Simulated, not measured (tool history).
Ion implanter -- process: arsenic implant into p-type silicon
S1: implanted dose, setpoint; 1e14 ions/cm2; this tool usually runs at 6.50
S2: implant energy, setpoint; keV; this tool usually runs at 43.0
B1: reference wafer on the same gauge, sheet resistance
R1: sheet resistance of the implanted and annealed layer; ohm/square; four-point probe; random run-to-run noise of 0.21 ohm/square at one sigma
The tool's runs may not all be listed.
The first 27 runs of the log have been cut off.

run 28 hour=372.4 | S1=6.50 S2=43.0 | B1=129.10 | R1=137.09
run 29 hour=380.3 | S1=6.50 S2=49.5 | B1=128.98 | R1=133.93
run 30 hour=387.6 | S1=5.00 S2=43.0 | B1=129.01 | R1=167.27
run 31 hour=396.2 | S1=6.50 S2=43.0 | B1=129.04 | R1=136.66
run 32 hour=411.2 | S1=6.50 S2=29.5 | B1=129.01 | R1=144.83
run 33 hour=427.6 | S1=6.50 S2=56.0 | B1=128.96 | R1=132.06
run 34 hour=436.5 | S1=5.67 S2=32.0 | B1=128.96 | R1=158.76
run 35 hour=452.1 | S1=7.04 S2=36.5 | B1=129.03 | R1=131.98
run 36 hour=462.8 | S1=6.50 S2=57.5 | B1=129.01 | R1=131.24
run 37 hour=471.2 | S1=6.50 S2=43.0 | B1=129.01 | R1=136.48
run 38 hour=480.8 | S1=5.68 S2=36.0 | B1=128.95 | R1=155.36

3 options for the next run, each taken on its own from the tool as it stands now. Forecast them:
run A hour=481.2 | S1=6.50 S2=43.0 | B1=? | R1=?
run B hour=481.2 | S1=5.96 S2=50.5 | B1=? | R1=?
run C hour=481.2 | S1=4.81 S2=37.5 | B1=? | R1=?

run=A B1=128.96 R1=136.99
run=B B1=128.96 R1=143.17
run=C B1=128.96 R1=175.89
Stripped of hidden state, with their random variation kept, the same runs would have yielded:
run=A R1=137.84
run=B R1=144.07
run=C R1=177.00

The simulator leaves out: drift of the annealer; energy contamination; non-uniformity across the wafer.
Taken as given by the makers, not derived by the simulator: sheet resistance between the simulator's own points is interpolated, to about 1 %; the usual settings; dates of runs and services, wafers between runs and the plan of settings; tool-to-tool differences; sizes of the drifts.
